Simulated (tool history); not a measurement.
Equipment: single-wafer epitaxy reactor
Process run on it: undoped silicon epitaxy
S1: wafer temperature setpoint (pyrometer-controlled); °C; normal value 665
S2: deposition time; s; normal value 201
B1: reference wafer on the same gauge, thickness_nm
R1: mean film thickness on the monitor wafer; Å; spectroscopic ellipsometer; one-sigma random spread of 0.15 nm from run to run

| run | hour | S1 | S2 | B1 | R1 |
|---|---|---|---|---|---|
| 1 | 0.0 | 665 | 201 | 36.619 | 431.90 |
| 2 | 12.4 | 665 | 201 | 36.620 | 432.22 |
| 3 | 25.7 | 665 | 201 | 36.576 | 434.35 |
| 4 | 39.9 | 665 | 223 | 36.577 | 476.80 |
| 5 | 46.3 | 665 | 223 | 36.579 | 478.44 |
| 6 | 74.4 | 665 | 223 | 36.577 | 478.77 |
| 7 | 85.3 | 665 | 201 | 36.581 | 430.26 |
| 8 | 96.3 | 665 | 219 | 36.596 | 469.93 |
| 9 | 114.0 | 665 | 201 | 36.585 | 429.52 |
| 10 | 128.9 | 665 | 201 | 36.606 | 429.31 |
| 11 | 140.8 | 665 | 201 | 36.598 | 430.71 |
| 12 | 149.4 | 665 | 201 | 36.620 | 431.40 |
|  | 174.8 | pyrometer calibrated |
| 13 | 179.2 | 665 | 201 | 36.584 | 449.31 |
| 14 | 190.5 | 665 | 201 | 36.604 | 449.55 |
| 15 | 201.5 | 665 | 201 | 36.610 | 451.40 |
| 16 | 215.0 | 665 | 201 | 36.607 | 450.42 |
| 17 | 226.7 | 665 | 201 | 36.596 | 446.47 |
| 18 | 243.1 | 665 | 201 | 36.615 | 450.23 |
| 19 | 254.0 | 659 | 201 | 36.620 | 399.79 |
| 20 | 262.6 | 659 | 201 | 36.601 | 402.27 |
| 21 | 314.4 | 665 | 201 | 36.593 | 447.77 |
| 22 | 331.0 | 674 | 201 | 36.606 | 527.50 |
| 23 | 345.6 | 660 | 174 | 36.605 | 352.73 |
| 24 | 353.2 | 665 | 201 | 36.594 | 447.91 |
| 25 | 364.0 | 658 | 231 | 36.597 | 450.76 |
| 26 | 377.4 | 665 | 201 | 36.601 | 448.45 |
| 27 | 385.3 | 679 | 221 | 36.576 | 635.26 |
| 28 | 393.1 | 665 | 201 | 36.582 | 444.20 |
|  | 401.7 | gauge calibrated |
| 29 | 408.2 | 678 | 161 | 36.618 | 450.73 |
| 30 | 418.3 | 669 | 177 | 36.606 | 421.75 |
| 31 | 424.4 | 665 | 201 | 36.605 | 449.45 |
| 32 | 440.5 | 665 | 201 | 36.608 | 445.98 |
| 33 | 452.3 | 654 | 180 | 36.604 | 322.63 |
| 34 | 463.7 | 651 | 184 | 36.586 | 314.06 |
| 35 | 476.5 | 665 | 201 | 36.614 | 445.71 |
| 36 | 490.5 | 665 | 201 | 36.608 | 446.15 |
| 37 | 503.9 | 678 | 232 | 36.614 | 650.71 |
| 38 | 515.1 | 665 | 185 | 36.638 | 411.21 |
| 39 | 527.4 | 665 | 201 | 36.625 | 444.07 |
| 40 | 540.1 | 657 | 179 | 36.609 | 339.37 |
| 41 | 556.0 | 672 | 201 | 36.622 | 507.20 |
| 42 | 562.4 | 665 | 201 | 36.608 | 445.46 |
| 43 | 571.1 | 673 | 180 | 36.603 | 463.68 |
| 44 | 579.1 | 665 | 201 | 36.608 | 446.29 |
| 45 | 593.6 | 650 | 164 | 36.609 | 273.79 |
| 46 | 610.5 | 671 | 223 | 36.569 | 553.39 |

Hidden state, per run?
gauge reads high (%): 0 in every run
H1: wafer temperature above the value expected at the setpoint (K)
| run | H1 |
|---|---|
| 1 | -2.2 |
| 2 | -2.21 |
| 3 | -2.23 |
| 4 | -2.25 |
| 5 | -2.26 |
| 6 | -2.3 |
| 7 | -2.32 |
| 8 | -2.34 |
| 9 | -2.36 |
| 10 | -2.38 |
| 11 | -2.4 |
| 12 | -2.41 |
| 13 | -0.104 |
| 14 | -0.12 |
| 15 | -0.136 |
| 16 | -0.156 |
| 17 | -0.173 |
| 18 | -0.197 |
| 19 | -0.213 |
| 20 | -0.225 |
| 21 | -0.3 |
| 22 | -0.325 |
| 23 | -0.346 |
| 24 | -0.357 |
| 25 | -0.373 |
| 26 | -0.392 |
| 27 | -0.404 |
| 28 | -0.415 |
| 29 | -0.437 |
| 30 | -0.452 |
| 31 | -0.46 |
| 32 | -0.484 |
| 33 | -0.501 |
| 34 | -0.518 |
| 35 | -0.536 |
| 36 | -0.557 |
| 37 | -0.576 |
| 38 | -0.592 |
| 39 | -0.61 |
| 40 | -0.629 |
| 41 | -0.652 |
| 42 | -0.661 |
| 43 | -0.674 |
| 44 | -0.686 |
| 45 | -0.707 |
| 46 | -0.731 |
